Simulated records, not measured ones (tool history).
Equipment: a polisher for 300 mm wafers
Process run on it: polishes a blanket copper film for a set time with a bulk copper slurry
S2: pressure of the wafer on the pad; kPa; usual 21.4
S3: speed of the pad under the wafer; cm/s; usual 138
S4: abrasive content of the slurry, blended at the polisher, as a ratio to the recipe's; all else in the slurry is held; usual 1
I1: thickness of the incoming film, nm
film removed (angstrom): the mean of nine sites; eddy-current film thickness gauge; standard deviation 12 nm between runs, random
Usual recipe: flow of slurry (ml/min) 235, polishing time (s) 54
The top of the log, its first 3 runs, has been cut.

At hour 144.9: slurry blender recalibrated, repeated, since the last time left the tool worse.
Run 4, hour 174.3: usual settings but S4 0.9; I1 2138. Result: film removed (angstrom) 7495.
Run 5, hour 207.1: usual settings but S4 0.9; I1 2150.8. Result: film removed (angstrom) 7644.
Run 6, hour 260.3: usual settings but flow of slurry (ml/min) 255; I1 2160.4. Result: film removed (angstrom) 7803.
Run 7, hour 317.1: usual settings; I1 2124. Result: film removed (angstrom) 7616.
Run 8, hour 353.5: usual settings but flow of slurry (ml/min) 205, S3 100 cm/s; I1 2127.1. Result: film removed (angstrom) 5611.
At hour 386.1: worn pad replaced by a new one.
Run 9, hour 414.1: usual settings; I1 2155.9. Result: film removed (angstrom) 7710.
Run 10, hour 442.4: usual settings but flow of slurry (ml/min) 265, S2 16.5 kPa, S3 116 cm/s, S4 0.8; I1 2122.4. Result: film removed (angstrom) 5111.
Run 11, hour 507.7: usual settings but flow of slurry (ml/min) 210; I1 2156.3. Result: film removed (angstrom) 7624.
Run 12, hour 545.2: usual settings; I1 2097. Result: film removed (angstrom) 7578.
At hour 608.3: slurry blender recalibrated.
Run 13, hour 616.4: usual settings but flow of slurry (ml/min) 180, polishing time (s) 63; I1 2156.4. Result: film removed (angstrom) 8648.
Run 14, hour 648.6: usual settings but flow of slurry (ml/min) 180, S3 154 cm/s; I1 2087.5. Result: film removed (angstrom) 8417.
Run 15, hour 702.8: usual settings; I1 2105.4. Result: film removed (angstrom) 7904.
Run 16, hour 760.5: usual settings; I1 2147.5. Result: film removed (angstrom) 7870.
At hour 767.6: head pressure recalibrated.
Run 17, hour 811.4: usual settings but flow of slurry (ml/min) 190, S4 0.85, polishing time (s) 49; I1 2130.4. Result: film removed (angstrom) 6671.
At hour 815.3: slurry nozzle cleaned.
Run 18, hour 859.7: usual settings; I1 2121.5. Result: film removed (angstrom) 7839.
At hour 867.6: worn pad replaced by a new one.
Run 19, hour 910.8: usual settings; I1 2148.5. Result: film removed (angstrom) 7810.
Run 20, hour 940.1: usual settings but flow of slurry (ml/min) 310, S2 15.9 kPa, S4 0.8; I1 2146.6. Result: film removed (angstrom) 6000.
Run 21, hour 993.5: usual settings; I1 2135. Result: film removed (angstrom) 7636.
Run 22, hour 1023.6: usual settings but flow of slurry (ml/min) 270, S2 16.5 kPa, S4 0.9; I1 2112.7. Result: film removed (angstrom) 6095.
Run 23, hour 1071.9: usual settings but S2 25.5 kPa, S4 1.1; I1 2176.8. Result: film removed (angstrom) 9020.
At hour 1094.1: slurry blender recalibrated.
Run 24, hour 1172.8: usual settings; I1 2121.9. Result: film removed (angstrom) 7621.
Run 25, hour 1200.9: usual settings but S2 27.6 kPa, S3 122 cm/s, S4 0.7; I1 2170.4. Result: film removed (angstrom) 8098.
Run 26, hour 1261.7: usual settings but flow of slurry (ml/min) 290; I1 2114.5. Result: film removed (angstrom) 8189.
Run 27, hour 1321.6: usual settings but flow of slurry (ml/min) 260, S2 28.3 kPa, S3 168 cm/s, polishing time (s) 66; I1 2098.3. Result: film removed (angstrom) 15195.
At hour 1346.2: worn pad replaced by a new one.
Run 28, hour 1368.4: usual settings; I1 2108.7. Result: film removed (angstrom) 7976.

Run 29 comes next. What will it give?
Run 29, hour 1420.2: usual settings but flow of slurry (ml/min) 195, S3 92 cm/s, S4 1.15; I1 2112.4. Result: film removed (angstrom) ?.

Run 29 yielded film removed (angstrom) 5040.
Take away the tool's hidden state, keep the run-to-run variation as it was, and the same run would have given film removed (angstrom) 5133.
